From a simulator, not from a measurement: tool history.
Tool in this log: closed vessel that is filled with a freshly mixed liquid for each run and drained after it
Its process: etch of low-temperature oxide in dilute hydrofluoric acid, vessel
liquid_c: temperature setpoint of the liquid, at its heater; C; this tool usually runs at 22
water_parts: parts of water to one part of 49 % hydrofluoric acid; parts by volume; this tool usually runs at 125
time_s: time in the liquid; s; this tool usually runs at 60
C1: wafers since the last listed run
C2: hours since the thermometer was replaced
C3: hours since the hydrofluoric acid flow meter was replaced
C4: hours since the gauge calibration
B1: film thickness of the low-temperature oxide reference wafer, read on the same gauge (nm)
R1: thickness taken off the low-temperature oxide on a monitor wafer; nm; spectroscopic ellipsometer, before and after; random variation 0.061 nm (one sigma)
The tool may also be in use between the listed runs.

run 1 hour=0 | liquid_c=22 water_parts=125 time_s=60 | C1=0 C2=1739 C3=1545.9 C4=68.9 | B1=29.98 | R1=13.72
run 2 hour=17.5 | liquid_c=22 water_parts=125 time_s=60 | C1=1579 C2=1756.5 C3=1563.4 C4=86.4 | B1=29.97 | R1=13.8
run 3 hour=52.5 | liquid_c=22 water_parts=125 time_s=60 | C1=3159 C2=1791.5 C3=1598.4 C4=121.4 | B1=29.97 | R1=13.76
run 4 hour=85 | liquid_c=22 water_parts=125 time_s=60 | C1=2933 C2=1824 C3=1630.9 C4=153.9 | B1=29.99 | R1=13.84
run 5 hour=101.8 | liquid_c=22 water_parts=125 time_s=60 | C1=1516 C2=1840.8 C3=1647.7 C4=170.7 | B1=30.01 | R1=13.98
run 6 hour=127 | liquid_c=22 water_parts=125 time_s=60 | C1=2274 C2=1866 C3=1672.9 C4=195.9 | B1=30 | R1=13.83
run 7 hour=142.5 | liquid_c=26 water_parts=150 time_s=60 | C1=1399 C2=1881.5 C3=1688.4 C4=211.4 | B1=30 | R1=13.21
run 8 hour=155.4 | liquid_c=26 water_parts=150 time_s=60 | C1=1164 C2=1894.4 C3=1701.3 C4=224.3 | B1=30.01 | R1=13.32
-- hour=171.4 hydrofluoric acid flow meter replaced
run 9 hour=188.9 | liquid_c=26 water_parts=150 time_s=60 | C1=2933 C2=1927.9 C3=17.5 C4=257.8 | B1=30.01 | R1=11.75
run 10 hour=207.8 | liquid_c=25.5 water_parts=125 time_s=60 | C1=1705 C2=1946.8 C3=36.4 C4=276.7 | B1=29.99 | R1=14.45
run 11 hour=223.7 | liquid_c=25.5 water_parts=125 time_s=60 | C1=1435 C2=1962.7 C3=52.3 C4=292.6 | B1=30.01 | R1=14.46
run 12 hour=236.1 | liquid_c=22 water_parts=125 time_s=60 | C1=1119 C2=1975.1 C3=64.7 C4=305 | B1=30.01 | R1=12.49
run 13 hour=261.5 | liquid_c=26 water_parts=150 time_s=60 | C1=2292 C2=2000.5 C3=90.1 C4=330.4 | B1=30 | R1=11.78
-- hour=268 gauge calibrated
run 14 hour=275.6 | liquid_c=17 water_parts=125 time_s=85 | C1=1272 C2=2014.6 C3=104.2 C4=7.6 | B1=29.99 | R1=14.31
run 15 hour=294.2 | liquid_c=22 water_parts=175 time_s=60 | C1=1678 C2=2033.2 C3=122.8 C4=26.2 | B1=29.99 | R1=8.46
run 16 hour=311.6 | liquid_c=23.5 water_parts=65 time_s=85 | C1=1570 C2=2050.6 C3=140.2 C4=43.6 | B1=30 | R1=38.62
run 17 hour=340.1 | liquid_c=22 water_parts=125 time_s=60 | C1=2572 C2=2079.1 C3=168.7 C4=72.1 | B1=29.99 | R1=12.41
run 18 hour=369 | liquid_c=27 water_parts=100 time_s=70 | C1=2608 C2=2108 C3=197.6 C4=101 | B1=30.04 | R1=22.91
-- hour=383.9 thermometer replaced
run 19 hour=386.7 | liquid_c=22 water_parts=65 time_s=85 | C1=1507 C2=2.8 C3=215.3 C4=118.7 | B1=30.02 | R1=40.11
run 20 hour=400.2 | liquid_c=22 water_parts=125 time_s=30 | C1=1218 C2=16.3 C3=228.8 C4=132.2 | B1=29.98 | R1=6.91
run 21 hour=427.7 | liquid_c=19.5 water_parts=95 time_s=80 | C1=2482 C2=43.8 C3=256.3 C4=159.7 | B1=29.99 | R1=22.57
run 22 hour=459.9 | liquid_c=26 water_parts=150 time_s=60 | C1=2906 C2=76 C3=288.5 C4=191.9 | B1=30.03 | R1=12.92
run 23 hour=479.8 | liquid_c=27 water_parts=180 time_s=40 | C1=1796 C2=95.9 C3=308.4 C4=211.8 | B1=29.96 | R1=7.27
run 24 hour=505.8 | liquid_c=25.5 water_parts=125 time_s=60 | C1=2346 C2=121.9 C3=334.4 C4=237.8 | B1=30.01 | R1=15.82

Run 25, settings as shown, results not yet in. Your forecast:
run 25 hour=538.4 | liquid_c=17.5 water_parts=125 time_s=60 | C1=2942 C2=154.5 C3=367 C4=270.4 | B1=? | R1=?

Run 25 gave B1 30.05, R1 11.53 nm.
Had the tool carried no hidden state, the very same run would have given R1 11.22 nm.
